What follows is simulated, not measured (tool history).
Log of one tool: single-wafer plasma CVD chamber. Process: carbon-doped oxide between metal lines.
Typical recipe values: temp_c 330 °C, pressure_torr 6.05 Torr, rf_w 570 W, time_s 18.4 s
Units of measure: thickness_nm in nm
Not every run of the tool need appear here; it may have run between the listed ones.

run    hour  temp_c  pressure_torr  rf_w  time_s  read-back reference wafer on the same gauge, thickness_nm  thickness_nm
  1       0     330           6.05   570    18.4                                                    102.038       119.847
  2    88.4     330           6.05   570    18.4                                                     101.97       119.702
  3   129.5     330           6.05   570    18.4                                                    101.996       120.493
  4   179.8     330           6.62   570    18.4                                                        102       121.241
  5   350.1     330           6.05   570    18.4                                                    102.006       119.577
  6     388     330           6.05   570    15.7                                                    101.965        103.23
  7   649.9     330           6.05   570    15.7                                                    101.994        102.41
      691.4  -- gauge calibrated
  8   712.6     330           6.05   570    18.4                                                    102.083       120.598
  9   816.2     330           6.05   570    18.4                                                     102.03       120.872
 10     891     330           6.05   570    18.4                                                    101.989       119.802
      965.2  -- thermocouple changed; heater temperature recalibrated
 11   983.3     339           6.98   485    19.7                                                    102.026        111.69
      993.4  -- showerhead replaced
 12  1035.8     336            5.3   465    21.5                                                    101.952       117.604
 13  1087.8     330           6.05   570    18.4                                                    101.999       117.201
 14  1152.5     330           6.05   570    18.4                                                    102.065       117.002
       1216  -- RF generator calibrated
 15  1246.2     316           6.74   670    20.1                                                    102.047       151.063
     1306.1  -- capacitance manometer re-zeroed and calibrated
 16  1306.6     330           6.05   570    21.8                                                    102.003       138.888
 17  1361.3     330           6.05   570    21.4                                                    101.936       138.179
 18  1441.8     330           6.05   570      21                                                    102.036       135.329
 19  1522.8     320           7.48   570    14.7                                                    102.001       101.632
 20    1603     330           6.05   570    18.4                                                    101.972       119.918
 21  1703.1     330           6.05   570    18.4                                                    101.975       119.728

Measured result minus the same run's result without the hidden state. Both carry the same run-to-run variation, though not necessarily the same gauge scatter:
Hidden state at play: wafer temperature above the value expected at the setpoint (K); delivered RF power above the setpoint (%); true pressure above the setpoint (%); gauge reads high (%).
run  thickness_nm
  1        +3.165
  2        +3.214
  3        +3.257
  4        +3.303
  5        +3.333
  6        +2.889
  7        +2.937
  8        +3.474
  9        +3.505
 10        +3.489
 11        +0.649
 12        +0.886
 13        +1.157
 14        +1.372
 15        +2.469
 16        +2.158
 17        +2.309
 18        +2.474
 19        +2.278
 20        +2.512
 21        +2.675
